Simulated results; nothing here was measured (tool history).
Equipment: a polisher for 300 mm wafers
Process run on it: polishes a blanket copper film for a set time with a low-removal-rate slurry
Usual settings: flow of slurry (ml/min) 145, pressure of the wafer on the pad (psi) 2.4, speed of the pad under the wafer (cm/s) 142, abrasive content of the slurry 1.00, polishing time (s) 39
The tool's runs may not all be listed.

run	hour	flow of slurry (ml/min)	pressure of the wafer on the pad (psi)	speed of the pad under the wafer (cm/s)	abrasive content of the slurry	polishing time (s)	incoming thickness of the incoming film, nm	film removed (nm)
1	0.0	145	2.4	142	1.00	39	1221.7	107.7
# hour 26.1: slurry nozzle cleaned
2	39.5	145	2.4	142	1.00	39	1228.1	107.6
3	103.0	145	2.4	142	1.00	39	1224.5	104.9
4	150.8	145	2.4	142	1.00	39	1241.0	104.9
# hour 166.3: slurry blender recalibrated
# hour 207.6: worn pad replaced by a new one
5	208.1	145	2.4	142	1.00	39	1216.4	112.5
6	248.1	145	2.4	142	1.00	39	1218.7	109.5
7	281.2	145	2.4	142	1.00	39	1215.5	112.3
8	308.4	145	2.2	108	1.00	39	1253.6	79.2
9	369.7	145	2.4	142	1.00	39	1209.4	106.8
10	417.4	145	2.4	142	1.00	39	1225.0	107.0
# hour 437.3: slurry blender recalibrated
11	463.9	145	2.4	142	1.00	39	1239.5	112.0
# hour 491.4: worn pad replaced by a new one, of another model than before
12	491.9	145	2.4	142	1.00	39	1204.4	111.4
# hour 523.8: slurry nozzle cleaned
13	544.0	145	2.4	142	1.00	39	1219.9	107.4
14	579.2	145	2.4	142	1.00	39	1246.6	109.0
15	725.6	145	2.2	114	1.00	31	1227.0	71.9
# hour 753.2: slurry blender recalibrated
16	763.1	145	2.4	142	1.00	39	1232.9	112.0
17	793.7	145	2.4	142	1.00	35	1239.0	100.6
# hour 836.8: worn pad replaced by a new one
18	840.8	145	2.4	114	1.00	30	1218.0	77.6
# hour 862.4: head pressure recalibrated
19	896.1	100	2.4	142	1.00	39	1218.8	102.6
20	927.8	115	2.4	142	1.00	25	1240.0	65.9
21	958.8	145	3.0	176	0.90	39	1234.9	134.6
22	1009.3	180	2.4	142	0.75	31	1245.5	82.5
# hour 1034.0: slurry blender recalibrated
23	1037.0	160	2.4	142	0.75	39	1246.1	109.2
# hour 1044.6: slurry nozzle cleaned
24	1083.0	145	2.8	104	1.00	39	1213.5	105.3
# hour 1126.6: worn pad replaced by a new one
25	1134.9	145	2.4	142	1.00	39	1231.3	108.9
26	1198.6	145	2.4	142	1.00	39	1231.0	109.1
27	1228.5	145	2.2	108	1.00	39	1233.8	89.4
28	1299.7	145	2.4	142	1.00	39	1247.1	104.9
29	1363.7	190	3.1	142	1.20	39	1230.9	134.3

Forecast each of these 5 alternatives for the next run:
A	1364.1	145	2.4	142	1.00	39	1223.3	?
B	1364.1	145	2.0	106	0.85	27	1223.3	?
C	1364.1	145	2.6	122	1.00	39	1223.3	?
D	1364.1	145	1.9	142	1.15	39	1223.3	?
E	1364.1	145	2.4	142	0.70	30	1223.3	?

run	film removed (nm)
A	103.1
B	54.7
C	102.0
D	90.9
E	74.8
Without the tool's hidden state the same runs would have given:
run	film removed (nm)
A	113.3
B	60.0
C	112.1
D	100.0
E	81.9

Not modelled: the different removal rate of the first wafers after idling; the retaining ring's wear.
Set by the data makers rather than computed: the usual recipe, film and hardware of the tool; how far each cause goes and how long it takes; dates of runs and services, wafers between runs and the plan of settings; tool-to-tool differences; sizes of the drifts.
